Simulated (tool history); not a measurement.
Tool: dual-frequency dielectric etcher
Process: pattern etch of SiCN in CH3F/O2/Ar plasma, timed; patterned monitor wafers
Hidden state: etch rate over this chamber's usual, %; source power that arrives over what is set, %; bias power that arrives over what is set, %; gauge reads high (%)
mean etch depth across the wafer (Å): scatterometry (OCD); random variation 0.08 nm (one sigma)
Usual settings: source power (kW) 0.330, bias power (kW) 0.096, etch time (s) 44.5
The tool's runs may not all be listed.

| run | hour | source power (kW) | bias power (kW) | etch time (s) | wafers since the last listed run | hours since the last wet clean | hours since the last source power generator calibration | hours since the last bias power generator calibration | hours since the last upper electrode change | hours since the gauge calibration | read-back reference wafer on the same gauge, depth_nm | mean etch depth across the wafer (Å) |
|---|---|---|---|---|---|---|---|---|---|---|---|---|
| 1 | 0.0 | 0.330 | 0.106 | 44.5 | 0 | 381.0 | 1942.0 | 2792.0 | 4041.3 | 240.8 | 17.40 | 163.6 |
| 2 | 30.7 | 0.380 | 0.096 | 44.5 | 256 | 411.7 | 1972.7 | 2822.7 | 4072.0 | 271.5 | 17.41 | 166.6 |
| 3 | 46.9 | 0.380 | 0.096 | 44.5 | 135 | 427.9 | 1988.9 | 2838.9 | 4088.2 | 287.7 | 17.38 | 166.5 |
|  | 75.4 | wet clean of the chamber |
| 4 | 75.9 | 0.380 | 0.096 | 44.5 | 41 | 0.5 | 2017.9 | 2867.9 | 4117.2 | 316.7 | 17.40 | 172.4 |
| 5 | 91.6 | 0.330 | 0.085 | 44.5 | 131 | 16.2 | 2033.6 | 2883.6 | 4132.9 | 332.4 | 17.42 | 159.0 |
| 6 | 114.8 | 0.330 | 0.085 | 44.5 | 193 | 39.4 | 2056.8 | 2906.8 | 4156.1 | 355.6 | 17.40 | 158.8 |
| 7 | 128.5 | 0.330 | 0.096 | 44.5 | 114 | 53.1 | 2070.5 | 2920.5 | 4169.8 | 369.3 | 17.41 | 163.9 |
| 8 | 144.8 | 0.330 | 0.096 | 44.5 | 136 | 69.4 | 2086.8 | 2936.8 | 4186.1 | 385.6 | 17.40 | 163.6 |
| 9 | 169.7 | 0.330 | 0.096 | 44.5 | 207 | 94.3 | 2111.7 | 2961.7 | 4211.0 | 410.5 | 17.41 | 164.0 |
| 10 | 190.8 | 0.330 | 0.096 | 44.5 | 176 | 115.4 | 2132.8 | 2982.8 | 4232.1 | 431.6 | 17.39 | 161.0 |
| 11 | 219.8 | 0.330 | 0.096 | 44.5 | 242 | 144.4 | 2161.8 | 3011.8 | 4261.1 | 460.6 | 17.38 | 160.3 |
| 12 | 235.2 | 0.330 | 0.096 | 44.5 | 128 | 159.8 | 2177.2 | 3027.2 | 4276.5 | 476.0 | 17.38 | 161.0 |
| 13 | 248.9 | 0.330 | 0.096 | 44.5 | 114 | 173.5 | 2190.9 | 3040.9 | 4290.2 | 489.7 | 17.39 | 161.4 |
| 14 | 276.8 | 0.330 | 0.096 | 44.5 | 232 | 201.4 | 2218.8 | 3068.8 | 4318.1 | 517.6 | 17.41 | 161.5 |
| 15 | 289.8 | 0.330 | 0.076 | 48.0 | 108 | 214.4 | 2231.8 | 3081.8 | 4331.1 | 530.6 | 17.41 | 161.4 |
| 16 | 306.0 | 0.330 | 0.096 | 44.5 | 135 | 230.6 | 2248.0 | 3098.0 | 4347.3 | 546.8 | 17.41 | 161.5 |
| 17 | 330.7 | 0.380 | 0.096 | 44.5 | 206 | 255.3 | 2272.7 | 3122.7 | 4372.0 | 571.5 | 17.42 | 167.0 |
| 18 | 348.4 | 0.370 | 0.072 | 49.0 | 147 | 273.0 | 2290.4 | 3140.4 | 4389.7 | 589.2 | 17.42 | 169.6 |
| 19 | 384.1 | 0.330 | 0.096 | 44.5 | 298 | 308.7 | 2326.1 | 3176.1 | 4425.4 | 624.9 | 17.40 | 160.1 |
|  | 428.1 | bias power generator calibrated |
| 20 | 432.0 | 0.330 | 0.078 | 34.5 | 366 | 356.6 | 2374.0 | 3.9 | 4473.3 | 672.8 | 17.41 | 116.2 |
|  | 463.0 | gauge calibrated |
|  | 482.3 | upper electrode replaced |
| 21 | 482.8 | 0.370 | 0.074 | 38.0 | 223 | 407.4 | 2424.8 | 54.7 | 0.5 | 19.8 | 17.41 | 130.4 |
| 22 | 495.8 | 0.330 | 0.096 | 44.5 | 108 | 420.4 | 2437.8 | 67.7 | 13.5 | 32.8 | 17.39 | 156.8 |
|  | 536.0 | source power generator calibrated |
|  | 536.9 | wet clean of the chamber |
| 23 | 537.4 | 0.330 | 0.096 | 44.5 | 306 | 0.5 | 1.4 | 109.3 | 55.1 | 74.4 | 17.40 | 165.3 |
| 24 | 548.1 | 0.360 | 0.096 | 37.5 | 89 | 11.2 | 12.1 | 120.0 | 65.8 | 85.1 | 17.39 | 142.6 |
| 25 | 584.0 | 0.290 | 0.096 | 44.5 | 299 | 47.1 | 48.0 | 155.9 | 101.7 | 121.0 | 17.41 | 159.3 |
| 26 | 615.7 | 0.300 | 0.096 | 53.0 | 264 | 78.8 | 79.7 | 187.6 | 133.4 | 152.7 | 17.39 | 189.9 |
| 27 | 631.6 | 0.330 | 0.118 | 44.5 | 132 | 94.7 | 95.6 | 203.5 | 149.3 | 168.6 | 17.41 | 175.0 |
| 28 | 653.7 | 0.330 | 0.096 | 44.5 | 184 | 116.8 | 117.7 | 225.6 | 171.4 | 190.7 | 17.41 | 163.9 |
| 29 | 671.8 | 0.330 | 0.096 | 50.0 | 151 | 134.9 | 135.8 | 243.7 | 189.5 | 208.8 | 17.41 | 183.4 |
| 30 | 748.9 | 0.360 | 0.096 | 44.5 | 643 | 212.0 | 212.9 | 320.8 | 266.6 | 285.9 | 17.41 | 168.0 |

What the log doesn't show, run by run:
source power that arrives over what is set, %: 0 in every run
bias power that arrives over what is set, %: 0 in every run
gauge reads high (%): 0 in every run
H1: etch rate over this chamber's usual, %
| run | H1 |
|---|---|
| 1 | -3.53 |
| 2 | -3.81 |
| 3 | -3.96 |
| 4 | -0.771 |
| 5 | -0.914 |
| 6 | -1.12 |
| 7 | -1.25 |
| 8 | -1.4 |
| 9 | -1.62 |
| 10 | -1.81 |
| 11 | -2.08 |
| 12 | -2.21 |
| 13 | -2.34 |
| 14 | -2.59 |
| 15 | -2.71 |
| 16 | -2.86 |
| 17 | -3.08 |
| 18 | -3.24 |
| 19 | -3.56 |
| 20 | -4 |
| 21 | -4.46 |
| 22 | -4.58 |
| 23 | 0.499 |
| 24 | 0.402 |
| 25 | 0.0764 |
| 26 | -0.211 |
| 27 | -0.355 |
| 28 | -0.555 |
| 29 | -0.719 |
| 30 | -1.42 |
